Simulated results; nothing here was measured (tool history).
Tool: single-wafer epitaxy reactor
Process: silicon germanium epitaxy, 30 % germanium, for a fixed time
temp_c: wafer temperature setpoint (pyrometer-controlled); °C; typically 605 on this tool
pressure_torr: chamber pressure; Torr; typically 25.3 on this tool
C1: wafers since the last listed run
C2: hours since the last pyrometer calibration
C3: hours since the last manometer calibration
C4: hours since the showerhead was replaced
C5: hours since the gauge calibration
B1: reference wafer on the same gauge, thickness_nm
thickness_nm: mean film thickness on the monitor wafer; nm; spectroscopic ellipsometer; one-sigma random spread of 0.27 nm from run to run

run 1 hour=0.0 | temp_c=605 pressure_torr=25.3 | C1=0 C2=1654.6 C3=1841.4 C4=2625.6 C5=78.6 | B1=60.571 | thickness_nm=85.008
run 2 hour=8.9 | temp_c=605 pressure_torr=25.3 | C1=222 C2=1663.5 C3=1850.3 C4=2634.5 C5=87.5 | B1=60.432 | thickness_nm=85.691
run 3 hour=22.4 | temp_c=605 pressure_torr=25.3 | C1=337 C2=1677.0 C3=1863.8 C4=2648.0 C5=101.0 | B1=60.443 | thickness_nm=85.242
run 4 hour=33.2 | temp_c=605 pressure_torr=25.3 | C1=269 C2=1687.8 C3=1874.6 C4=2658.8 C5=111.8 | B1=60.510 | thickness_nm=85.494
run 5 hour=43.9 | temp_c=600 pressure_torr=29.2 | C1=267 C2=1698.5 C3=1885.3 C4=2669.5 C5=122.5 | B1=60.500 | thickness_nm=81.801
run 6 hour=53.8 | temp_c=600 pressure_torr=29.2 | C1=247 C2=1708.4 C3=1895.2 C4=2679.4 C5=132.4 | B1=60.438 | thickness_nm=81.379
-- hour=84.3 showerhead replaced
run 7 hour=94.9 | temp_c=600 pressure_torr=29.2 | C1=826 C2=1749.5 C3=1936.3 C4=10.6 C5=173.5 | B1=60.497 | thickness_nm=81.552
run 8 hour=108.6 | temp_c=605 pressure_torr=25.3 | C1=342 C2=1763.2 C3=1950.0 C4=24.3 C5=187.2 | B1=60.454 | thickness_nm=85.348
run 9 hour=122.7 | temp_c=605 pressure_torr=25.3 | C1=352 C2=1777.3 C3=1964.1 C4=38.4 C5=201.3 | B1=60.542 | thickness_nm=85.499
run 10 hour=136.3 | temp_c=617 pressure_torr=25.3 | C1=339 C2=1790.9 C3=1977.7 C4=52.0 C5=214.9 | B1=60.561 | thickness_nm=108.901
-- hour=145.8 pyrometer calibrated
run 11 hour=153.0 | temp_c=610 pressure_torr=28.7 | C1=217 C2=7.2 C3=1994.4 C4=68.7 C5=231.6 | B1=60.449 | thickness_nm=87.182

Estimate the outcome of run 12 from the log above:
run 12 hour=160.1 | temp_c=605 pressure_torr=30.1 | C1=177 C2=14.3 C3=2001.5 C4=75.8 C5=238.7 | B1=? | thickness_nm=?

{"run 12": {"B1": 60.508, "thickness_nm": 79.847}}
The same run, on a tool lacking any hidden state, would have yielded thickness_nm 79.501 nm.
